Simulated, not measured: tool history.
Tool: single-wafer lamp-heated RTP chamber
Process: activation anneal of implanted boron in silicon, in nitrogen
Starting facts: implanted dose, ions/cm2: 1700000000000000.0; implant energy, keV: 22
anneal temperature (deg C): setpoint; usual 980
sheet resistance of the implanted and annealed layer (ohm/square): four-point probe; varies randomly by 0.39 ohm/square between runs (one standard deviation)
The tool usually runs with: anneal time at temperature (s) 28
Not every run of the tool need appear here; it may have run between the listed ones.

| run | hour | anneal temperature (deg C) | anneal time at temperature (s) | read-back reference wafer on the same gauge, sheet resistance | sheet resistance of the implanted and annealed layer (ohm/square) |
|---|---|---|---|---|---|
| 1 | 0 | 995 | 38 | 98.85 | 82.33 |
| 2 | 40.7 | 980 | 28 | 98.88 | 87.61 |
| 3 | 81.3 | 980 | 28 | 98.76 | 88.33 |
| 4 | 117.1 | 980 | 28 | 98.98 | 86.87 |
| 5 | 281.6 | 957 | 28 | 98.97 | 96.75 |
|  | 326.4 | pyrometer window cleaned and pyrometer calibrated |
| 6 | 339.7 | 980 | 28 | 98.88 | 90.11 |
| 7 | 407.2 | 980 | 28 | 98.78 | 88.56 |
| 8 | 445.8 | 980 | 28 | 99.04 | 88.49 |
|  | 474.3 | reflector plate cleaned |
| 9 | 490.1 | 970 | 28 | 98.8 | 96.09 |
| 10 | 560.7 | 970 | 28 | 98.95 | 94.87 |
| 11 | 609.5 | 980 | 28 | 98.72 | 89.12 |
| 12 | 656.1 | 980 | 28 | 98.86 | 88.95 |
| 13 | 691.5 | 980 | 28 | 98.84 | 88.74 |
| 14 | 732.8 | 980 | 28 | 99.2 | 87.84 |
| 15 | 794 | 980 | 28 | 98.87 | 87.71 |
| 16 | 832.6 | 955 | 28 | 98.74 | 102.36 |
| 17 | 889.2 | 980 | 28 | 98.81 | 86.08 |
| 18 | 936 | 952 | 44 | 98.82 | 97.51 |
| 19 | 1004.7 | 1008 | 35 | 98.82 | 77.56 |
|  | 1042.4 | pyrometer window cleaned and pyrometer calibrated |
| 20 | 1143.4 | 995 | 16 | 98.73 | 85.84 |
|  | 1153.6 | reflector plate cleaned |
| 21 | 1167.9 | 968 | 22 | 98.92 | 99.95 |
| 22 | 1206.5 | 1001 | 13 | 98.84 | 85.17 |
| 23 | 1242.1 | 1008 | 22 | 98.77 | 81.38 |
|  | 1273.2 | gauge calibrated |
| 24 | 1310.1 | 998 | 16 | 98.84 | 85.54 |
| 25 | 1356.9 | 980 | 28 | 98.97 | 89.64 |
| 26 | 1402.6 | 950 | 13 | 98.96 | 124.13 |
| 27 | 1473.5 | 1005 | 44 | 98.77 | 78.72 |
| 28 | 1513.6 | 980 | 35 | 98.74 | 86.27 |
| 29 | 1560.6 | 995 | 37 | 99 | 81.39 |
| 30 | 1602.1 | 1001 | 28 | 98.73 | 80.48 |
|  | 1634.5 | pyrometer window cleaned and pyrometer calibrated |
| 31 | 1635 | 954 | 34 | 98.9 | 105.4 |
| 32 | 1668.3 | 980 | 28 | 98.85 | 89.45 |
| 33 | 1733.2 | 995 | 28 | 98.92 | 82.45 |
| 34 | 1765.3 | 959 | 20 | 98.9 | 106.23 |
| 35 | 1819.5 | 980 | 28 | 99.03 | 88.4 |
|  | 1892.9 | reflector plate cleaned |
| 36 | 1893.4 | 957 | 39 | 98.86 | 102.9 |
| 37 | 1922.9 | 1007 | 44 | 99.01 | 79.36 |
| 38 | 1987.3 | 959 | 39 | 98.79 | 99.01 |

State the hidden condition of the tool at each of the runs:
gauge reads high (%): 0 on each run
H1: true wafer temperature minus pyrometer reading, K
H2: wafer temperature error from the tarnished reflector plate, K
| run | H1 | H2 |
|---|---|---|
| 1 | 4.05 | 1.38 |
| 2 | 4.81 | 1.59 |
| 3 | 5.66 | 1.8 |
| 4 | 6.48 | 1.99 |
| 5 | 11.1 | 2.85 |
| 6 | 0.504 | 3.15 |
| 7 | 0.664 | 3.5 |
| 8 | 0.859 | 3.7 |
| 9 | 1.17 | 0.644 |
| 10 | 1.88 | 1.01 |
| 11 | 2.52 | 1.27 |
| 12 | 3.24 | 1.51 |
| 13 | 3.86 | 1.69 |
| 14 | 4.66 | 1.91 |
| 15 | 6.01 | 2.23 |
| 16 | 6.95 | 2.43 |
| 17 | 8.48 | 2.72 |
| 18 | 9.86 | 2.97 |
| 19 | 12.1 | 3.33 |
| 20 | 0.608 | 4.05 |
| 21 | 0.747 | 0.192 |
| 22 | 1.03 | 0.393 |
| 23 | 1.36 | 0.578 |
| 24 | 2.16 | 0.933 |
| 25 | 2.84 | 1.18 |
| 26 | 3.62 | 1.41 |
| 27 | 5.03 | 1.78 |
| 28 | 5.94 | 1.99 |
| 29 | 7.11 | 2.24 |
| 30 | 8.24 | 2.45 |
| 31 | 1.58 | 2.63 |
| 32 | 1.61 | 2.8 |
| 33 | 1.83 | 3.14 |
| 34 | 2.01 | 3.31 |
| 35 | 2.44 | 3.59 |
| 36 | 3.27 | 0.0405 |
| 37 | 3.67 | 0.194 |
| 38 | 4.71 | 0.53 |
